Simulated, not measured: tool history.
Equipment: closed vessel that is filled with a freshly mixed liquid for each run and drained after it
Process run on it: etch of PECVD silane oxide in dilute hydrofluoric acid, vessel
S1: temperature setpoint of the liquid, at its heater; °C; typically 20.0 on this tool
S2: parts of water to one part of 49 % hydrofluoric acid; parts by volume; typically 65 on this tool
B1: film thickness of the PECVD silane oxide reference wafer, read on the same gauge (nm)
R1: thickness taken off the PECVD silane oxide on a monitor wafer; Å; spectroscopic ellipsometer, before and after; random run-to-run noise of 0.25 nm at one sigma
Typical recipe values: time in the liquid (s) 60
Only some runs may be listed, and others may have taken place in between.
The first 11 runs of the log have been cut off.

{"run": 12, "day": 5.138, "S1": 20.0, "S2": 65, "time in the liquid (s)": 45, "B1": 129.99, "R1": 242.9}
{"run": 13, "day": 5.6, "S1": 20.0, "S2": 55, "time in the liquid (s)": 60, "B1": 130.01, "R1": 384.8}
{"run": 14, "day": 5.983, "S1": 20.0, "S2": 65, "time in the liquid (s)": 75, "B1": 130.01, "R1": 402.3}
{"run": 15, "day": 6.346, "S1": 17.0, "S2": 45, "time in the liquid (s)": 60, "B1": 130.01, "R1": 420.6}
{"day": 6.621, "done": "hydrofluoric acid flow meter replaced"}
{"run": 16, "day": 6.879, "S1": 20.0, "S2": 55, "time in the liquid (s)": 40, "B1": 130.03, "R1": 286.5}
{"run": 17, "day": 7.592, "S1": 20.0, "S2": 65, "time in the liquid (s)": 60, "B1": 129.99, "R1": 358.6}
{"run": 18, "day": 8.304, "S1": 20.0, "S2": 50, "time in the liquid (s)": 40, "B1": 130.0, "R1": 316.8}
{"run": 19, "day": 8.708, "S1": 17.0, "S2": 65, "time in the liquid (s)": 45, "B1": 130.0, "R1": 237.2}
{"run": 20, "day": 9.392, "S1": 24.0, "S2": 65, "time in the liquid (s)": 60, "B1": 130.0, "R1": 429.0}
{"run": 21, "day": 10.096, "S1": 20.0, "S2": 65, "time in the liquid (s)": 70, "B1": 130.0, "R1": 414.2}
{"run": 22, "day": 10.592, "S1": 20.0, "S2": 65, "time in the liquid (s)": 60, "B1": 130.0, "R1": 357.2}
{"run": 23, "day": 11.179, "S1": 22.0, "S2": 95, "time in the liquid (s)": 90, "B1": 130.01, "R1": 385.4}
{"run": 24, "day": 11.654, "S1": 20.0, "S2": 55, "time in the liquid (s)": 40, "B1": 129.99, "R1": 286.0}
{"run": 25, "day": 12.175, "S1": 18.5, "S2": 65, "time in the liquid (s)": 60, "B1": 130.02, "R1": 334.5}
{"day": 12.192, "done": "gauge calibrated"}
{"run": 26, "day": 12.862, "S1": 20.0, "S2": 75, "time in the liquid (s)": 60, "B1": 129.99, "R1": 305.2}
{"run": 27, "day": 13.567, "S1": 21.5, "S2": 85, "time in the liquid (s)": 60, "B1": 130.0, "R1": 282.9}
{"run": 28, "day": 14.179, "S1": 20.0, "S2": 65, "time in the liquid (s)": 30, "B1": 129.98, "R1": 178.0}
{"run": 29, "day": 14.646, "S1": 25.0, "S2": 45, "time in the liquid (s)": 80, "B1": 129.99, "R1": 864.5}
{"run": 30, "day": 15.392, "S1": 20.0, "S2": 40, "time in the liquid (s)": 35, "B1": 130.01, "R1": 346.6}
{"run": 31, "day": 15.888, "S1": 20.0, "S2": 45, "time in the liquid (s)": 60, "B1": 130.02, "R1": 522.1}
{"run": 32, "day": 16.183, "S1": 22.5, "S2": 65, "time in the liquid (s)": 30, "B1": 129.98, "R1": 197.1}
{"run": 33, "day": 16.85, "S1": 20.0, "S2": 85, "time in the liquid (s)": 60, "B1": 130.0, "R1": 264.4}

Alternative continuations, all from the tool just after run 33; predict every row:
{"run": "A", "day": 16.879, "S1": 20.0, "S2": 65, "time in the liquid (s)": 40, "B1": "?", "R1": "?"}
{"run": "B", "day": 16.879, "S1": 22.5, "S2": 40, "time in the liquid (s)": 30, "B1": "?", "R1": "?"}
{"run": "C", "day": 16.879, "S1": 17.0, "S2": 50, "time in the liquid (s)": 85, "B1": "?", "R1": "?"}
{"run": "D", "day": 16.879, "S1": 22.0, "S2": 85, "time in the liquid (s)": 90, "B1": "?", "R1": "?"}

run=A B1=130.01 R1=236.3
run=B B1=130.01 R1=330.2
run=C B1=130.01 R1=584.6
run=D B1=130.01 R1=430.8
The same runs, with their run-to-run variation unchanged, on a tool lacking any hidden condition would have given:
run=A R1=246.4
run=B R1=344.0
run=C R1=609.2
run=D R1=449.8

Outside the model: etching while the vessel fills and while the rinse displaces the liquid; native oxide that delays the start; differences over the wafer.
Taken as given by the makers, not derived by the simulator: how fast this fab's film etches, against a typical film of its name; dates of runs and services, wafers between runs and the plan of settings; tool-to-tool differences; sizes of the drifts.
